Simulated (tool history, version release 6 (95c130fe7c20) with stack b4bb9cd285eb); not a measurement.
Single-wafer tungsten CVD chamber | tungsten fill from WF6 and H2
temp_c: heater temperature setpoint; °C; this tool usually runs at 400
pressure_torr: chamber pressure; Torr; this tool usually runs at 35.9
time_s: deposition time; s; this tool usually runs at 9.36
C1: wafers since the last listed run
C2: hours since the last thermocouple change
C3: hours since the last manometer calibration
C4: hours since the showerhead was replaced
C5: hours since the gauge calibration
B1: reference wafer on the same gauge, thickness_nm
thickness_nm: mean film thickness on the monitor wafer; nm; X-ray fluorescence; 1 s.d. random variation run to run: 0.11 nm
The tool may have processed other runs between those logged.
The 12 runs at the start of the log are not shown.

{"hour": 557.2, "done": "showerhead replaced"}
{"run": 13, "hour": 570.7, "temp_c": 400, "pressure_torr": 35.9, "time_s": 9.36, "C1": 707, "C2": 119.3, "C3": 663, "C4": 13.5, "C5": 1555.2, "B1": 31.807, "thickness_nm": 27.152}
{"run": 14, "hour": 600.0, "temp_c": 400, "pressure_torr": 35.9, "time_s": 9.36, "C1": 560, "C2": 148.6, "C3": 692.3, "C4": 42.8, "C5": 1584.5, "B1": 31.77, "thickness_nm": 27.007}
{"run": 15, "hour": 653.1, "temp_c": 400, "pressure_torr": 35.9, "time_s": 9.36, "C1": 1015, "C2": 201.7, "C3": 745.4, "C4": 95.9, "C5": 1637.6, "B1": 31.784, "thickness_nm": 26.939}
{"run": 16, "hour": 689.3, "temp_c": 400, "pressure_torr": 35.9, "time_s": 9.36, "C1": 692, "C2": 237.9, "C3": 781.6, "C4": 132.1, "C5": 1673.8, "B1": 31.791, "thickness_nm": 26.709}
{"run": 17, "hour": 749.2, "temp_c": 410, "pressure_torr": 31.2, "time_s": 9.36, "C1": 1145, "C2": 297.8, "C3": 841.5, "C4": 192, "C5": 1733.7, "B1": 31.775, "thickness_nm": 30.359}
{"hour": 751.1, "done": "gauge calibrated"}
{"run": 18, "hour": 774.0, "temp_c": 394, "pressure_torr": 35.9, "time_s": 9.36, "C1": 474, "C2": 322.6, "C3": 866.3, "C4": 216.8, "C5": 22.9, "B1": 31.759, "thickness_nm": 24.115}
{"hour": 796.8, "done": "capacitance manometer re-zeroed and calibrated"}
{"run": 19, "hour": 805.5, "temp_c": 400, "pressure_torr": 35.9, "time_s": 8.13, "C1": 449, "C2": 354.1, "C3": 8.7, "C4": 248.3, "C5": 54.4, "B1": 31.801, "thickness_nm": 23.405}
{"run": 20, "hour": 856.5, "temp_c": 386, "pressure_torr": 27.2, "time_s": 10.33, "C1": 975, "C2": 405.1, "C3": 59.7, "C4": 299.3, "C5": 105.4, "B1": 31.803, "thickness_nm": 21.754}
{"run": 21, "hour": 883.1, "temp_c": 410, "pressure_torr": 30.1, "time_s": 7.7, "C1": 508, "C2": 431.7, "C3": 86.3, "C4": 325.9, "C5": 132, "B1": 31.81, "thickness_nm": 24.764}
{"run": 22, "hour": 944.6, "temp_c": 400, "pressure_torr": 35.9, "time_s": 11.05, "C1": 1176, "C2": 493.2, "C3": 147.8, "C4": 387.4, "C5": 193.5, "B1": 31.805, "thickness_nm": 31.35}
{"run": 23, "hour": 1012.3, "temp_c": 406, "pressure_torr": 35.9, "time_s": 8.17, "C1": 1295, "C2": 560.9, "C3": 215.5, "C4": 455.1, "C5": 261.2, "B1": 31.803, "thickness_nm": 25.633}
{"run": 24, "hour": 1050.7, "temp_c": 389, "pressure_torr": 38.5, "time_s": 9.36, "C1": 734, "C2": 599.3, "C3": 253.9, "C4": 493.5, "C5": 299.6, "B1": 31.788, "thickness_nm": 22.504}
{"run": 25, "hour": 1075.2, "temp_c": 406, "pressure_torr": 33.1, "time_s": 8.83, "C1": 468, "C2": 623.8, "C3": 278.4, "C4": 518, "C5": 324.1, "B1": 31.832, "thickness_nm": 27.341}
{"run": 26, "hour": 1099.9, "temp_c": 400, "pressure_torr": 35.9, "time_s": 9.36, "C1": 472, "C2": 648.5, "C3": 303.1, "C4": 542.7, "C5": 348.8, "B1": 31.809, "thickness_nm": 26.798}
{"run": 27, "hour": 1169.8, "temp_c": 400, "pressure_torr": 35.9, "time_s": 9.36, "C1": 1337, "C2": 718.4, "C3": 373, "C4": 612.6, "C5": 418.7, "B1": 31.797, "thickness_nm": 26.704}
{"run": 28, "hour": 1201.2, "temp_c": 389, "pressure_torr": 35.9, "time_s": 9.84, "C1": 600, "C2": 749.8, "C3": 404.4, "C4": 644, "C5": 450.1, "B1": 31.781, "thickness_nm": 23.019}
{"run": 29, "hour": 1271.8, "temp_c": 407, "pressure_torr": 35.9, "time_s": 9.36, "C1": 1350, "C2": 820.4, "C3": 475, "C4": 714.6, "C5": 520.7, "B1": 31.842, "thickness_nm": 29.858}
{"run": 30, "hour": 1319.1, "temp_c": 400, "pressure_torr": 35.9, "time_s": 9.36, "C1": 904, "C2": 867.7, "C3": 522.3, "C4": 761.9, "C5": 568, "B1": 31.803, "thickness_nm": 26.791}

Expected results for the next run?
{"run": 31, "hour": 1361.1, "temp_c": 400, "pressure_torr": 35.9, "time_s": 9.36, "C1": 803, "C2": 909.7, "C3": 564.3, "C4": 803.9, "C5": 610, "B1": "?", "thickness_nm": "?"}

{"run 31": {"B1": 31.805, "thickness_nm": 26.543}}
Without the tool's hidden state the same run would have given thickness_nm 27.27 nm.
